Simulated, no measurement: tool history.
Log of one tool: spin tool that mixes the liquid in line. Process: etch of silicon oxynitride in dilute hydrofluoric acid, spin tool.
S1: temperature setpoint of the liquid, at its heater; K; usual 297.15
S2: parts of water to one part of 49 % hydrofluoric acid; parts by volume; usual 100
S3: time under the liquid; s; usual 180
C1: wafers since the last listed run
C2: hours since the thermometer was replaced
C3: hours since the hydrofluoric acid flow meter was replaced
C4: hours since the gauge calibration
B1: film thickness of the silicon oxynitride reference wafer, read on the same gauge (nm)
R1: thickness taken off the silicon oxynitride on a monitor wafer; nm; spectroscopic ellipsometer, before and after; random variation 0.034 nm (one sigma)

run	day	S1	S2	S3	C1	C2	C3	C4	B1	R1
1	0	294.65	100	110	0	1000.5	427.2	610.9	139.981	1.586
2	1.138	294.65	100	110	252	1027.8	454.5	638.2	140.036	1.558
3	1.962	294.65	100	110	183	1047.6	474.3	658	140.008	1.568
# day 2.225: gauge calibrated
4	2.817	297.15	100	180	189	1068.1	494.8	14.2	140.02	2.889
5	4.304	297.15	100	180	330	1103.8	530.5	49.9	139.974	2.836
6	5.146	297.15	100	180	186	1124	550.7	70.1	140.028	2.863
7	5.654	297.15	100	180	112	1136.2	562.9	82.3	140.01	2.884
8	6.412	297.15	100	180	168	1154.4	581.1	100.5	140.01	2.845
9	8.038	297.15	100	180	360	1193.4	620.1	139.5	140.015	2.842
10	9.275	297.15	100	180	274	1223.1	649.8	169.2	140.013	2.879
11	13.683	297.15	100	180	978	1328.9	755.6	275	140.019	2.851
12	14.771	297.15	100	180	241	1355	781.7	301.1	140.004	2.854
13	15.783	297.15	100	180	224	1379.3	806	325.4	139.995	2.929
# day 17.012: thermometer replaced
14	17.038	297.15	100	180	269	0.6	836.1	355.5	140.012	2.7
15	18.2	301.15	85	180	258	28.5	864	383.4	139.983	3.912
16	19.596	297.15	100	180	309	62	897.5	416.9	140.013	2.64
17	21.367	297.15	100	180	393	104.5	940	459.4	140.038	2.663
18	22.429	302.15	75	240	235	130	965.5	484.9	139.938	6.142
19	23.188	301.15	80	180	168	148.2	983.7	503.1	139.989	4.2
20	23.979	299.15	145	270	175	167.2	1002.7	522.1	140.026	2.887
# day 24.512: thermometer replaced, repeated, since the last time left the tool worse
# day 24.546: gauge calibrated
# day 25.104: hydrofluoric acid flow meter replaced
21	25.146	297.15	65	180	240	15.2	1	14.4	139.999	4.851
22	26.146	301.15	140	145	222	39.2	25	38.4	139.994	2.03
23	26.883	297.15	100	180	163	56.9	42.7	56.1	140.022	3.086
24	27.517	297.15	100	180	140	72.1	57.9	71.3	139.963	3.037
25	28.608	292.65	100	225	242	98.3	84.1	97.5	139.974	3.046
26	29.442	297.15	100	180	185	118.3	104.1	117.5	140.014	3.061
27	30.608	299.15	75	225	259	146.3	132.1	145.5	140.043	5.679
28	31.6	295.15	150	180	220	170.1	155.9	169.3	139.976	1.784
29	32.25	297.15	55	105	144	185.7	171.5	184.9	139.972	3.328

Forecast each of these 5 alternatives for the next run:
A	32.271	298.65	100	180	4	186.2	172	185.4	?	?
B	32.271	294.15	85	270	4	186.2	172	185.4	?	?
C	32.271	294.15	85	220	4	186.2	172	185.4	?	?
D	32.271	297.15	100	105	4	186.2	172	185.4	?	?
E	32.271	299.15	60	270	4	186.2	172	185.4	?	?

run	B1	R1
A	140.001	3.237
B	140.001	4.66
C	140.001	3.797
D	140.001	1.76
E	140.001	8.585
Without the tool's hidden state the same runs would have given:
run	R1
A	3.301
B	4.757
C	3.876
D	1.795
E	8.759

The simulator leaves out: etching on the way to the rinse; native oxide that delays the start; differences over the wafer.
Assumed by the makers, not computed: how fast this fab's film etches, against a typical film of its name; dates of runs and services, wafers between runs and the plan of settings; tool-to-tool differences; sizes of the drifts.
